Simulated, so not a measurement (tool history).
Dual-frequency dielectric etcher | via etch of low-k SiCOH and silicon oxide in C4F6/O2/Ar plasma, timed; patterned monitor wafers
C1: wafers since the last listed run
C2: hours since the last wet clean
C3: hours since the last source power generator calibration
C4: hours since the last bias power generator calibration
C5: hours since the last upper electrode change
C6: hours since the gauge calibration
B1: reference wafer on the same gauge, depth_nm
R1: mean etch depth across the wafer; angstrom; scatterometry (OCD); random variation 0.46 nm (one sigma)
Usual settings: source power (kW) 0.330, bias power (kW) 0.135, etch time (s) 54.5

Run 1, hour 0.0: usual settings; C1 0; C2 185.1; C3 4758.6; C4 3473.4; C5 4818.4; C6 218.0; B1 104.6. Result: R1 1098 angstrom.
Run 2, hour 29.3: usual settings; C1 238; C2 214.4; C3 4787.9; C4 3502.7; C5 4847.7; C6 247.3; B1 104.6. Result: R1 1100 angstrom.
Run 3, hour 41.8: usual settings; C1 101; C2 226.9; C3 4800.4; C4 3515.2; C5 4860.2; C6 259.8; B1 104.5. Result: R1 1096 angstrom.
Run 4, hour 77.7: usual settings but etch time (s) 64.5; C1 291; C2 262.8; C3 4836.3; C4 3551.1; C5 4896.1; C6 295.7; B1 104.3. Result: R1 1297 angstrom.
Run 5, hour 93.9: usual settings but etch time (s) 64.5; C1 131; C2 279.0; C3 4852.5; C4 3567.3; C5 4912.3; C6 311.9; B1 104.4. Result: R1 1302 angstrom.
Run 6, hour 113.1: usual settings; C1 155; C2 298.2; C3 4871.7; C4 3586.5; C5 4931.5; C6 331.1; B1 104.4. Result: R1 1098 angstrom.
Run 7, hour 137.9: usual settings; C1 201; C2 323.0; C3 4896.5; C4 3611.3; C5 4956.3; C6 355.9; B1 104.0. Result: R1 1100 angstrom.
Run 8, hour 162.1: usual settings but bias power (kW) 0.114, etch time (s) 61.0; C1 196; C2 347.2; C3 4920.7; C4 3635.5; C5 4980.5; C6 380.1; B1 104.2. Result: R1 1120 angstrom.
At hour 193.7: wet clean of the chamber.
Run 9, hour 194.2: usual settings but bias power (kW) 0.114, etch time (s) 61.0; C1 65; C2 0.5; C3 4952.8; C4 3667.6; C5 5012.6; C6 412.2; B1 104.2. Result: R1 1125 angstrom.
Run 10, hour 214.9: usual settings; C1 168; C2 21.2; C3 4973.5; C4 3688.3; C5 5033.3; C6 432.9; B1 104.3. Result: R1 1097 angstrom.
Run 11, hour 236.5: usual settings; C1 175; C2 42.8; C3 4995.1; C4 3709.9; C5 5054.9; C6 454.5; B1 104.1. Result: R1 1092 angstrom.
At hour 248.9: gauge calibrated.
At hour 272.6: upper electrode replaced.
Run 12, hour 273.1: usual settings but source power (kW) 0.400, bias power (kW) 0.119; C1 102; C2 79.4; C3 5031.7; C4 3746.5; C5 0.5; C6 24.2; B1 105.5. Result: R1 1140 angstrom.
At hour 277.1: bias power generator calibrated.
At hour 287.6: source power generator calibrated.
Run 13, hour 291.6: usual settings but etch time (s) 46.5; C1 85; C2 97.9; C3 4.0; C4 14.5; C5 19.0; C6 42.7; B1 105.3. Result: R1 944 angstrom.
Run 14, hour 311.2: usual settings but bias power (kW) 0.145, etch time (s) 60.0; C1 159; C2 117.5; C3 23.6; C4 34.1; C5 38.6; C6 62.3; B1 105.2. Result: R1 1257 angstrom.
Run 15, hour 323.2: usual settings but source power (kW) 0.310, bias power (kW) 0.112, etch time (s) 63.0; C1 97; C2 129.5; C3 35.6; C4 46.1; C5 50.6; C6 74.3; B1 105.3. Result: R1 1125 angstrom.
Run 16, hour 378.6: usual settings but source power (kW) 0.400, bias power (kW) 0.114, etch time (s) 42.5; C1 450; C2 184.9; C3 91.0; C4 101.5; C5 106.0; C6 129.7; B1 104.6. Result: R1 867 angstrom.
Run 17, hour 413.1: usual settings; C1 280; C2 219.4; C3 125.5; C4 136.0; C5 140.5; C6 164.2; B1 104.9. Result: R1 1098 angstrom.
Run 18, hour 438.1: usual settings; C1 203; C2 244.4; C3 150.5; C4 161.0; C5 165.5; C6 189.2; B1 104.7. Result: R1 1091 angstrom.
Run 19, hour 456.3: usual settings but source power (kW) 0.280, bias power (kW) 0.114, etch time (s) 59.0; C1 147; C2 262.6; C3 168.7; C4 179.2; C5 183.7; C6 207.4; B1 104.4. Result: R1 998 angstrom.
Run 20, hour 486.1: usual settings but source power (kW) 0.390, bias power (kW) 0.113, etch time (s) 40.0; C1 242; C2 292.4; C3 198.5; C4 209.0; C5 213.5; C6 237.2; B1 104.6. Result: R1 796 angstrom.
Run 21, hour 511.1: usual settings but bias power (kW) 0.118; C1 203; C2 317.4; C3 223.5; C4 234.0; C5 238.5; C6 262.2; B1 104.4. Result: R1 1021 angstrom.

3 ways to go on from here, each from the tool as it stands after run 21. What would each give?
Run A, hour 511.5: usual settings but source power (kW) 0.270; C1 3; C2 317.8; C3 223.9; C4 234.4; C5 238.9; C6 262.6; B1 ?. Result: R1 ?.
Run B, hour 511.5: usual settings but source power (kW) 0.400, bias power (kW) 0.118, etch time (s) 67.5; C1 3; C2 317.8; C3 223.9; C4 234.4; C5 238.9; C6 262.6; B1 ?. Result: R1 ?.
Run C, hour 511.5: usual settings but source power (kW) 0.280; C1 3; C2 317.8; C3 223.9; C4 234.4; C5 238.9; C6 262.6; B1 ?. Result: R1 ?.

run     B1    R1
  A  104.4   988
  B  104.4  1405
  C  104.4  1008
Without the tool's hidden state the same runs would have given:
run    R1
  A  1004
  B  1428
  C  1024

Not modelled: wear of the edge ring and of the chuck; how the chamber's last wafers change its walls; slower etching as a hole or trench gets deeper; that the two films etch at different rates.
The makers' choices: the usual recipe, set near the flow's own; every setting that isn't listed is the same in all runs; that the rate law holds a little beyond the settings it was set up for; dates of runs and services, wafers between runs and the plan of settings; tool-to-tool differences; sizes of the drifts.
